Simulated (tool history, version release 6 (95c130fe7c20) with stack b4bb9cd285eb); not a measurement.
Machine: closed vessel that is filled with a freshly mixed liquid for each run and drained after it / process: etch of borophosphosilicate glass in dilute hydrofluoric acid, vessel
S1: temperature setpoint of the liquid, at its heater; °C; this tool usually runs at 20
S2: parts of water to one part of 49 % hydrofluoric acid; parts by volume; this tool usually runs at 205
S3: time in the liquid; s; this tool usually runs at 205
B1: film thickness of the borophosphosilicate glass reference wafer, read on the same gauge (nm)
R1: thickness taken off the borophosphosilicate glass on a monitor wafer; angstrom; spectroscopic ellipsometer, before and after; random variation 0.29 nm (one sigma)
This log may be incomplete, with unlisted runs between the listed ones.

run 1 hour=0 | S1=20 S2=250 S3=205 | B1=70.01 | R1=340.8
-- hour=31.6 hydrofluoric acid flow meter replaced
run 2 hour=61.7 | S1=18.5 S2=150 S3=205 | B1=70.03 | R1=572.9
run 3 hour=129.2 | S1=20 S2=205 S3=205 | B1=70.04 | R1=416
run 4 hour=189.9 | S1=20 S2=205 S3=205 | B1=70 | R1=420
run 5 hour=244.5 | S1=20 S2=205 S3=205 | B1=70.03 | R1=417
run 6 hour=288.3 | S1=20 S2=205 S3=205 | B1=69.97 | R1=419.4
run 7 hour=321 | S1=20 S2=205 S3=205 | B1=70.02 | R1=422.3
run 8 hour=355.4 | S1=20 S2=205 S3=205 | B1=70.02 | R1=420.2
run 9 hour=397 | S1=20 S2=205 S3=205 | B1=70.04 | R1=420.4
run 10 hour=454.8 | S1=20 S2=205 S3=205 | B1=69.95 | R1=417.2
-- hour=495 gauge calibrated
run 11 hour=499.7 | S1=20 S2=205 S3=205 | B1=69.97 | R1=425.7
run 12 hour=546.5 | S1=20 S2=205 S3=205 | B1=70.02 | R1=419.5
run 13 hour=616.1 | S1=20 S2=205 S3=205 | B1=70 | R1=422.9
run 14 hour=650.6 | S1=20 S2=205 S3=205 | B1=69.97 | R1=421.2
run 15 hour=676.9 | S1=20 S2=205 S3=205 | B1=70.01 | R1=416.5
run 16 hour=736.7 | S1=17 S2=115 S3=95 | B1=70.02 | R1=336.2
run 17 hour=765 | S1=20 S2=290 S3=85 | B1=69.99 | R1=115.6
run 18 hour=803 | S1=20 S2=205 S3=205 | B1=70 | R1=423
run 19 hour=856.3 | S1=20 S2=205 S3=205 | B1=70.01 | R1=425.7
run 20 hour=883 | S1=22.5 S2=270 S3=270 | B1=69.98 | R1=434.8
run 21 hour=923.6 | S1=17 S2=135 S3=260 | B1=70.04 | R1=773.1
-- hour=951.8 hydrofluoric acid flow meter replaced
run 22 hour=985.8 | S1=17.5 S2=175 S3=140 | B1=70.01 | R1=303

What does the tool deliver on the next run?
run 23 hour=1012.5 | S1=17 S2=205 S3=315 | B1=? | R1=?

{"run 23": {"B1": 70.03, "R1": 553.3}}
With no hidden state in the tool, this same run would have given R1 577.7 angstrom.
